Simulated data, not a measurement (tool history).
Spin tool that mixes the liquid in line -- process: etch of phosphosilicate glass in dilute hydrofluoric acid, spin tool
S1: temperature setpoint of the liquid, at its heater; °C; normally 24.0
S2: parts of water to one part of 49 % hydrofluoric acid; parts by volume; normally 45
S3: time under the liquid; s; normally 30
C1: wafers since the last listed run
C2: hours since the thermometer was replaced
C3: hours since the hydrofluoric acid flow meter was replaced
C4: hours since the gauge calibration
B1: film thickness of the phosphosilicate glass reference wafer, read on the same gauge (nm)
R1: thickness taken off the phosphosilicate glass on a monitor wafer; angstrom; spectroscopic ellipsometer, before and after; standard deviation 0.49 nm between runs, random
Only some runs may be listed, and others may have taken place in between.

run   hour    S1  S2  S3   C1      C2      C3     C4      B1      R1
  1    0.0  24.0  55  30    0  2397.2   930.9   65.1  139.99  1013.0
  2   14.3  24.0  55  30  110  2411.5   945.2   79.4  140.01  1022.6
  3   41.7  21.5  45  30  211  2438.9   972.6  106.8  140.01  1137.8
  4   59.3  21.5  45  30  136  2456.5   990.2  124.4  139.97  1130.2
  5   70.3  24.0  45  30   85  2467.5  1001.2  135.4  140.01  1266.7
  6   82.1  24.0  45  30   91  2479.3  1013.0  147.2  140.02  1267.4
  7   92.3  24.0  45  30   78  2489.5  1023.2  157.4  140.01  1268.3
      94.7  -- gauge calibrated
  8   98.8  27.5  45  20   50  2496.0  1029.7    4.1  140.03   978.2
  9  115.6  24.0  45  30  129  2512.8  1046.5   20.9  140.03  1278.3
     126.1  -- thermometer replaced
 10  126.6  21.5  45  30   77     0.5  1057.5   31.9  139.95  1148.2
     129.9  -- hydrofluoric acid flow meter replaced
 11  139.8  24.0  65  15   94    13.7     9.9   45.1  139.99   378.3
 12  147.9  27.5  35  30   62    21.8    18.0   53.2  139.96  1693.6
 13  155.7  24.0  60  25   60    29.6    25.8   61.0  140.02   687.8
 14  170.3  22.5  45  40  112    44.2    40.4   75.6  139.98  1391.8
 15  180.5  24.0  45  30   78    54.4    50.6   85.8  140.02  1128.0

Below are 4 alternative next runs, each starting from the tool's condition after run 15. Predict each:
  A  180.9  24.0  45  30   3  54.8  51.0  86.2   ?   ?
  B  180.9  27.5  45  30   3  54.8  51.0  86.2   ?   ?
  C  180.9  24.0  45  40   3  54.8  51.0  86.2   ?   ?
  D  180.9  28.5  55  15   3  54.8  51.0  86.2   ?   ?

run      B1      R1
  A  140.02  1128.5
  B  140.02  1301.7
  C  140.02  1504.6
  D  140.02   546.3
What these runs would have given with no unlogged condition in the tool:
run      R1
  A  1102.2
  B  1271.2
  C  1469.6
  D   533.3

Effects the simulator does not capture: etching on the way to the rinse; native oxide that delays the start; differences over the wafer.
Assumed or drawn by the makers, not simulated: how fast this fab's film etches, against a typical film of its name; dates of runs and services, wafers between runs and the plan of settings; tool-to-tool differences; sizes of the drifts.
